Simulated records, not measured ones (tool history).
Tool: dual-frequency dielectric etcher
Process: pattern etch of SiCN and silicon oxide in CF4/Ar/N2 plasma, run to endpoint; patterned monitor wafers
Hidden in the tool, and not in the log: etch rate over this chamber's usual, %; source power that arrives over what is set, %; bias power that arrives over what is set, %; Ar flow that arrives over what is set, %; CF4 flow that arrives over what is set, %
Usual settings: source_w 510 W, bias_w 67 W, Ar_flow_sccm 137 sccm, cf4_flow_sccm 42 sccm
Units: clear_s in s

run,hour,source_w,bias_w,Ar_flow_sccm,cf4_flow_sccm,wafers since the last listed run,hours since the last wet clean,hours since the last source power generator calibration,hours since the last bias power generator calibration,hours since the last Ar flow controller change,hours since the last CF4 flow controller change,hours since the last upper electrode change,"incoming incoming film thickness, nm",clear_s
1,0.0,460,67,137,42,0,182.0,2395.7,1860.6,4470.6,25.5,6164.7,9.46,12.4
2,47.3,460,67,137,42,460,229.3,2443.0,1907.9,4517.9,72.8,6212.0,9.44,12.2
# hour 55.3: source power generator calibrated
3,72.3,460,67,137,42,204,254.3,17.0,1932.9,4542.9,97.8,6237.0,9.59,12.4
4,119.6,420,67,137,42,460,301.6,64.3,1980.2,4590.2,145.1,6284.3,9.51,13.3
# hour 202.5: wet clean of the chamber
# hour 205.5: upper electrode replaced
5,206.0,420,67,137,42,577,3.5,150.7,2066.6,4676.6,231.5,0.5,9.53,13.8
# hour 240.8: bias power generator calibrated
6,251.6,420,67,137,42,404,49.1,196.3,10.8,4722.2,277.1,46.1,9.45,13.5
7,294.2,510,67,115,42,414,91.7,238.9,53.4,4764.8,319.7,88.7,9.49,11.3
8,352.7,410,67,137,42,569,150.2,297.4,111.9,4823.3,378.2,147.2,9.55,13.8
9,393.4,460,67,137,45,396,190.9,338.1,152.6,4864.0,418.9,187.9,9.56,12.4
10,497.9,540,76,137,42,1016,295.4,442.6,257.1,4968.5,523.4,292.4,9.47,10.2
# hour 563.4: wet clean of the chamber
11,705.9,590,67,137,52,1790,142.5,650.6,465.1,5176.5,731.4,500.4,9.63,10.0
12,746.8,610,67,151,42,398,183.4,691.5,506.0,5217.4,772.3,541.3,9.50,9.9
13,778.5,460,67,137,42,308,215.1,723.2,537.7,5249.1,804.0,573.0,9.49,12.3
# hour 803.7: Ar flow controller replaced
14,836.6,580,67,137,33,506,273.2,781.3,595.8,32.9,862.1,631.1,9.53,10.4
15,881.0,510,67,137,42,432,317.6,825.7,640.2,77.3,906.5,675.5,9.45,11.2
16,908.2,510,84,137,42,264,344.8,852.9,667.4,104.5,933.7,702.7,9.50,10.3
# hour 951.6: wet clean of the chamber
17,952.1,510,67,137,42,193,0.5,896.8,711.3,148.4,977.6,746.6,9.44,11.6
18,981.6,510,60,118,42,287,30.0,926.3,740.8,177.9,1007.1,776.1,9.51,12.0
19,1013.0,640,58,137,42,305,61.4,957.7,772.2,209.3,1038.5,807.5,9.50,10.0
20,1074.2,510,50,154,42,595,122.6,1018.9,833.4,270.5,1099.7,868.7,9.38,12.8
21,1112.7,590,80,137,47,374,161.1,1057.4,871.9,309.0,1138.2,907.2,9.53,9.3
22,1165.4,580,57,137,35,512,213.8,1110.1,924.6,361.7,1190.9,959.9,9.39,11.0
23,1232.4,510,67,137,42,651,280.8,1177.1,991.6,428.7,1257.9,1026.9,9.50,11.3

Some steps in clear_s between neighbouring runs. How much of each would the tool show without its hidden state too (settings, what came in, random variation), and how much is left for the hidden state, with any gauge scatter that isn't in both results?
Run 4 -> 5: wet clean of the chamber, upper electrode replaced. clear_s +0.5 s: hidden state +0.5, all else +0.0.
Run 16 -> 17: bias_w 84 -> 67, wet clean of the chamber. clear_s +1.3 s: hidden state +0.4, all else +0.9.
Run 19 -> 20: source_w 640 -> 510, bias_w 58 -> 50, Ar_flow_sccm 137 -> 154. clear_s +2.8 s: hidden state -0.1, all else +2.9.
Run 20 -> 21: source_w 510 -> 590, bias_w 50 -> 80, Ar_flow_sccm 154 -> 137, cf4_flow_sccm 42 -> 47. clear_s -3.5 s: hidden state -0.1, all else -3.4.
